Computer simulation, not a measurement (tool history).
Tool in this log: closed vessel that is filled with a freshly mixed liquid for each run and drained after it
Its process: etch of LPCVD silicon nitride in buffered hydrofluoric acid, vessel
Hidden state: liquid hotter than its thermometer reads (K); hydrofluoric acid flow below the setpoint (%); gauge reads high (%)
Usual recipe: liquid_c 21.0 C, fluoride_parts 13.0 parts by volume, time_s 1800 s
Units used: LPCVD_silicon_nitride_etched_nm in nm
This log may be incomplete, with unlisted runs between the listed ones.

run	hour	liquid_c	fluoride_parts	time_s	wafers since the last listed run	hours since the thermometer was replaced	hours since the hydrofluoric acid flow meter was replaced	hours since the gauge calibration	read-back film thickness of the LPCVD silicon nitride reference wafer, read on the same gauge (nm)	LPCVD_silicon_nitride_etched_nm
1	0.0	18.0	16.5	1800	0	764.3	1219.5	161.3	70.00	10.20
2	97.0	18.0	16.5	1800	2346	861.3	1316.5	258.3	70.00	10.10
3	162.9	21.0	13.0	2280	1594	927.2	1382.4	324.2	70.00	18.95
4	204.5	18.5	13.0	1220	1006	968.8	1424.0	365.8	69.99	8.78
5	269.9	18.5	13.0	1220	1581	1034.2	1489.4	431.2	70.00	8.82
6	355.2	21.0	16.0	1800	2063	1119.5	1574.7	516.5	70.00	12.15
7	455.5	21.0	16.0	1800	2426	1219.8	1675.0	616.8	69.98	12.19
8	507.1	21.0	13.0	2285	1248	1271.4	1726.6	668.4	69.98	18.97
# hour 550.0: thermometer replaced
9	602.7	21.0	13.0	2285	2288	52.7	1822.2	764.0	69.99	18.99
10	673.3	21.0	13.0	1800	1707	123.3	1892.8	834.6	69.99	14.90
11	761.2	21.0	13.0	1800	2126	211.2	1980.7	922.5	69.99	14.70
# hour 782.9: hydrofluoric acid flow meter replaced
# hour 852.6: gauge calibrated
12	853.2	21.0	13.0	2335	2201	303.2	70.3	0.6	70.00	17.83
13	951.9	26.0	14.5	1440	2387	401.9	169.0	99.3	69.98	12.91
14	1016.8	21.0	13.0	2755	1569	466.8	233.9	164.2	70.00	20.82
# hour 1048.5: hydrofluoric acid flow meter replaced, repeated, since the last time left the tool worse
15	1096.0	21.0	13.0	1800	1891	546.0	47.5	243.4	70.00	15.68
16	1178.5	18.0	13.0	1370	1995	628.5	130.0	325.9	70.00	10.06
17	1278.3	22.5	13.0	2285	2414	728.3	229.8	425.7	69.99	21.44
18	1327.6	21.0	13.0	2755	1192	777.6	279.1	475.0	69.98	23.86
19	1420.6	19.5	16.5	2615	2249	870.6	372.1	568.0	70.00	16.38
20	1466.5	21.0	13.0	1800	1110	916.5	418.0	613.9	69.99	15.50
21	1516.7	25.0	13.0	1800	1214	966.7	468.2	664.1	70.00	19.33
22	1605.8	18.0	16.5	1800	2155	1055.8	557.3	753.2	70.00	10.35

Consider 3 possible next runs. They are alternatives, not a sequence: every one starts from the tool as it was left by run 22. What does each give?
A	1607.0	21.0	13.0	1800	29	1057.0	558.5	754.4	?	?
B	1607.0	17.5	10.5	1410	29	1057.0	558.5	754.4	?	?
C	1607.0	17.0	13.0	1800	29	1057.0	558.5	754.4	?	?

run	read-back film thickness of the LPCVD silicon nitride reference wafer, read on the same gauge (nm)	LPCVD_silicon_nitride_etched_nm
A	70.00	15.43
B	70.00	12.23
C	70.00	12.31
With no hidden state in the tool, these same runs would have given:
run	LPCVD_silicon_nitride_etched_nm
A	15.70
B	12.45
C	12.53
